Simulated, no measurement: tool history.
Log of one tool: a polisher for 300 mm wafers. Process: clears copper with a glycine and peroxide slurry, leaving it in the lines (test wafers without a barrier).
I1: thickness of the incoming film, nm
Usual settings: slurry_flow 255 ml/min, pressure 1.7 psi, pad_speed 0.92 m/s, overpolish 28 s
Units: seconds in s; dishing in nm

run 1 hour=0 | slurry_flow=255 pressure=1.7 pad_speed=0.92 overpolish=28 | I1=425.8 | seconds=150.4 dishing=45.1
run 2 hour=6.5 | slurry_flow=255 pressure=1.7 pad_speed=0.92 overpolish=28 | I1=428.2 | seconds=150.2 dishing=45.4
run 3 hour=16.9 | slurry_flow=255 pressure=1.7 pad_speed=0.92 overpolish=28 | I1=412.6 | seconds=147.2 dishing=45
run 4 hour=28.8 | slurry_flow=255 pressure=1.7 pad_speed=0.92 overpolish=28 | I1=419 | seconds=147.2 dishing=42.9
run 5 hour=41.6 | slurry_flow=255 pressure=1.7 pad_speed=0.92 overpolish=28 | I1=418.5 | seconds=154.8 dishing=43.6
-- hour=51.3 worn pad replaced by a new one
run 6 hour=56.9 | slurry_flow=300 pressure=1.7 pad_speed=0.92 overpolish=28 | I1=419.2 | seconds=135.7 dishing=46.9
run 7 hour=73.8 | slurry_flow=255 pressure=1.7 pad_speed=0.92 overpolish=36 | I1=423.4 | seconds=142.2 dishing=56.3
run 8 hour=89.4 | slurry_flow=255 pressure=1.7 pad_speed=0.92 overpolish=41 | I1=421.1 | seconds=148.2 dishing=58.6
run 9 hour=100.5 | slurry_flow=255 pressure=2.1 pad_speed=0.92 overpolish=28 | I1=420.9 | seconds=128.1 dishing=51.2
run 10 hour=111.3 | slurry_flow=255 pressure=2.1 pad_speed=0.92 overpolish=28 | I1=419.6 | seconds=133.8 dishing=50.5
-- hour=117.9 worn pad replaced by a new one
run 11 hour=122.8 | slurry_flow=255 pressure=2.1 pad_speed=0.92 overpolish=28 | I1=425.3 | seconds=116.5 dishing=54
run 12 hour=136.1 | slurry_flow=255 pressure=1.7 pad_speed=0.92 overpolish=28 | I1=418.6 | seconds=139 dishing=46.3
run 13 hour=150.4 | slurry_flow=255 pressure=1.7 pad_speed=0.92 overpolish=28 | I1=419.1 | seconds=151.1 dishing=44.3
run 14 hour=167.5 | slurry_flow=255 pressure=1.7 pad_speed=0.92 overpolish=28 | I1=417.8 | seconds=149.8 dishing=44.2
run 15 hour=175.6 | slurry_flow=255 pressure=1.7 pad_speed=0.92 overpolish=28 | I1=413.7 | seconds=148.6 dishing=44
-- hour=180.9 worn pad replaced by a new one
-- hour=184.7 head pressure recalibrated
run 16 hour=192.7 | slurry_flow=210 pressure=1.3 pad_speed=0.92 overpolish=38 | I1=421.8 | seconds=176.2 dishing=49.8
run 17 hour=200.3 | slurry_flow=200 pressure=1.7 pad_speed=0.92 overpolish=28 | I1=428.9 | seconds=152.1 dishing=46.3
run 18 hour=214.2 | slurry_flow=255 pressure=1.7 pad_speed=0.74 overpolish=28 | I1=424.4 | seconds=170.2 dishing=42.2
run 19 hour=232.1 | slurry_flow=300 pressure=1.7 pad_speed=0.66 overpolish=12 | I1=414.1 | seconds=179.6 dishing=18.6
-- hour=241.7 slurry nozzle cleaned
run 20 hour=249.2 | slurry_flow=280 pressure=1.7 pad_speed=0.92 overpolish=36 | I1=417.4 | seconds=150.1 dishing=51.7
-- hour=264.2 worn pad replaced by a new one
run 21 hour=265.4 | slurry_flow=255 pressure=1.7 pad_speed=0.92 overpolish=28 | I1=419.8 | seconds=140 dishing=46.8
run 22 hour=277.4 | slurry_flow=255 pressure=1.1 pad_speed=0.92 overpolish=42 | I1=415 | seconds=181.7 dishing=49.2
run 23 hour=289.7 | slurry_flow=195 pressure=1.7 pad_speed=0.92 overpolish=28 | I1=420.5 | seconds=148.2 dishing=45.9
run 24 hour=296 | slurry_flow=255 pressure=1.7 pad_speed=0.92 overpolish=28 | I1=423.8 | seconds=147.7 dishing=44.7
run 25 hour=302.5 | slurry_flow=335 pressure=1.7 pad_speed=0.92 overpolish=12 | I1=422.1 | seconds=147.4 dishing=22.1
run 26 hour=309.2 | slurry_flow=200 pressure=1.7 pad_speed=0.92 overpolish=28 | I1=422 | seconds=156.1 dishing=44.6
run 27 hour=322.4 | slurry_flow=195 pressure=2.1 pad_speed=0.66 overpolish=28 | I1=421.6 | seconds=167.3 dishing=42.9
-- hour=328.8 worn pad replaced by a new one
run 28 hour=336 | slurry_flow=185 pressure=1.7 pad_speed=0.92 overpolish=28 | I1=417.9 | seconds=143.5 dishing=44.8
run 29 hour=349.4 | slurry_flow=225 pressure=1.4 pad_speed=0.92 overpolish=28 | I1=416.6 | seconds=166.3 dishing=39.6
run 30 hour=356.2 | slurry_flow=300 pressure=1.4 pad_speed=0.76 overpolish=33 | I1=411.4 | seconds=186.8 dishing=41.5
run 31 hour=367.4 | slurry_flow=255 pressure=1.3 pad_speed=0.84 overpolish=28 | I1=414 | seconds=190.6 dishing=36.2

3 ways to go on from here, each from the tool as it stands after run 31. What would each give?
run A hour=367.9 | slurry_flow=255 pressure=1.7 pad_speed=0.82 overpolish=28 | I1=422.7 | seconds=? dishing=?
run B hour=367.9 | slurry_flow=255 pressure=1.7 pad_speed=1.04 overpolish=28 | I1=422.7 | seconds=? dishing=?
run C hour=367.9 | slurry_flow=255 pressure=1.9 pad_speed=1.16 overpolish=28 | I1=422.7 | seconds=? dishing=?

run=A seconds=165.7 dishing=42.9
run=B seconds=142 dishing=47.8
run=C seconds=120.9 dishing=54
Without the tool's hidden state the same runs would have given:
run=A seconds=150.4 dishing=46.2
run=B seconds=128.9 dishing=51.3
run=C seconds=109.7 dishing=57.8
